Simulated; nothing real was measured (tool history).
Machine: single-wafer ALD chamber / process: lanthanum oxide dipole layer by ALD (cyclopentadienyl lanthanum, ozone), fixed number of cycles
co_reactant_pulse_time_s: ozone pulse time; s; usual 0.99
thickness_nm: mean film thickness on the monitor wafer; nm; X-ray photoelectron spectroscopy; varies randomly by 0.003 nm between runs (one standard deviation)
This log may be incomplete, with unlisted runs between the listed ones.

run	hour	co_reactant_pulse_time_s	wafers since the last listed run	hours since the last thermocouple change	hours since the last ozone generator service	hours since the showerhead was replaced	hours since the gauge calibration	read-back reference wafer on the same gauge, thickness_nm	thickness_nm
1	0.0	0.99	0	69.0	767.0	3797.6	763.2	0.601	0.502
# hour 81.2: showerhead replaced
2	83.5	0.99	1781	152.5	850.5	2.3	846.7	0.600	0.502
3	133.1	0.99	1170	202.1	900.1	51.9	896.3	0.600	0.499
4	239.0	0.67	2498	308.0	1006.0	157.8	1002.2	0.600	0.416
5	296.8	0.99	1363	365.8	1063.8	215.6	1060.0	0.599	0.495
6	384.1	0.99	2059	453.1	1151.1	302.9	1147.3	0.600	0.494
7	463.7	1.18	1877	532.7	1230.7	382.5	1226.9	0.599	0.524
8	567.2	1.18	2441	636.2	1334.2	486.0	1330.4	0.601	0.523
# hour 620.2: ozone generator serviced
9	620.7	1.18	1073	689.7	0.5	539.5	1383.9	0.601	0.544
10	706.6	0.99	2026	775.6	86.4	625.4	1469.8	0.600	0.514
11	804.4	0.83	2307	873.4	184.2	723.2	1567.6	0.600	0.482
12	871.3	0.73	1578	940.3	251.1	790.1	1634.5	0.601	0.457
# hour 880.4: thermocouple changed; heater temperature recalibrated
13	919.5	0.99	948	39.1	299.3	838.3	1682.7	0.601	0.509
# hour 940.0: gauge calibrated
14	956.3	0.88	868	75.9	336.1	875.1	16.3	0.600	0.491
15	1014.4	1.13	1370	134.0	394.2	933.2	74.4	0.599	0.525
16	1161.3	0.99	3465	280.9	541.1	1080.1	221.3	0.601	0.512
17	1250.3	0.72	2099	369.9	630.1	1169.1	310.3	0.601	0.442
18	1295.0	0.61	1054	414.6	674.8	1213.8	355.0	0.601	0.406
19	1400.2	0.69	2481	519.8	780.0	1319.0	460.2	0.600	0.431
20	1491.7	1.36	2158	611.3	871.5	1410.5	551.7	0.600	0.549
21	1585.6	0.99	2215	705.2	965.4	1504.4	645.6	0.600	0.493
22	1629.7	0.99	1040	749.3	1009.5	1548.5	689.7	0.600	0.500
23	1690.2	0.99	1427	809.8	1070.0	1609.0	750.2	0.600	0.502
24	1728.8	1.25	910	848.4	1108.6	1647.6	788.8	0.600	0.533
25	1833.4	1.09	2467	953.0	1213.2	1752.2	893.4	0.600	0.511
# hour 1890.8: thermocouple changed; heater temperature recalibrated
26	1911.4	1.27	1651	20.6	1291.2	1830.2	971.4	0.600	0.533
# hour 1941.7: ozone generator serviced
27	1956.8	0.99	882	66.0	15.1	1875.6	1016.8	0.602	0.515
28	2016.3	1.28	1403	125.5	74.6	1935.1	1076.3	0.599	0.554
29	2078.8	0.77	1474	188.0	137.1	1997.6	1138.8	0.600	0.466
30	2133.1	1.38	1280	242.3	191.4	2051.9	1193.1	0.600	0.565
31	2176.5	0.60	1023	285.7	234.8	2095.3	1236.5	0.599	0.412
32	2212.7	1.20	853	321.9	271.0	2131.5	1272.7	0.599	0.544
33	2318.6	1.20	2498	427.8	376.9	2237.4	1378.6	0.601	0.540

Selected run-to-run steps in thickness_nm, each split into two signed amounts: the part the tool would show with no hidden state at all (from settings, incoming material and random variation), and the remainder, which goes to the hidden state together with any gauge scatter not common to the measured and the hidden-state-free results:
Hidden conditions of the tool in this case: wafer temperature above the value expected at the setpoint (K); ozone dose above that of a generator just serviced (%); gauge reads high (%).
Run 3 -> 4: co_reactant_pulse_time_s 0.99 -> 0.67. thickness_nm -0.083 nm: hidden state -0.008, all else -0.075.
Run 8 -> 9: ozone generator serviced. thickness_nm +0.021 nm: hidden state +0.024, all else -0.003.
Run 19 -> 20: co_reactant_pulse_time_s 0.69 -> 1.36. thickness_nm +0.118 nm: hidden state +0.007, all else +0.111.
Run 26 -> 27: co_reactant_pulse_time_s 1.27 -> 0.99, ozone generator serviced. thickness_nm -0.018 nm: hidden state +0.019, all else -0.037.
Run 30 -> 31: co_reactant_pulse_time_s 1.38 -> 0.60. thickness_nm -0.153 nm: hidden state -0.005, all else -0.148.
Run 31 -> 32: co_reactant_pulse_time_s 0.60 -> 1.20. thickness_nm +0.132 nm: hidden state +0.003, all else +0.129.

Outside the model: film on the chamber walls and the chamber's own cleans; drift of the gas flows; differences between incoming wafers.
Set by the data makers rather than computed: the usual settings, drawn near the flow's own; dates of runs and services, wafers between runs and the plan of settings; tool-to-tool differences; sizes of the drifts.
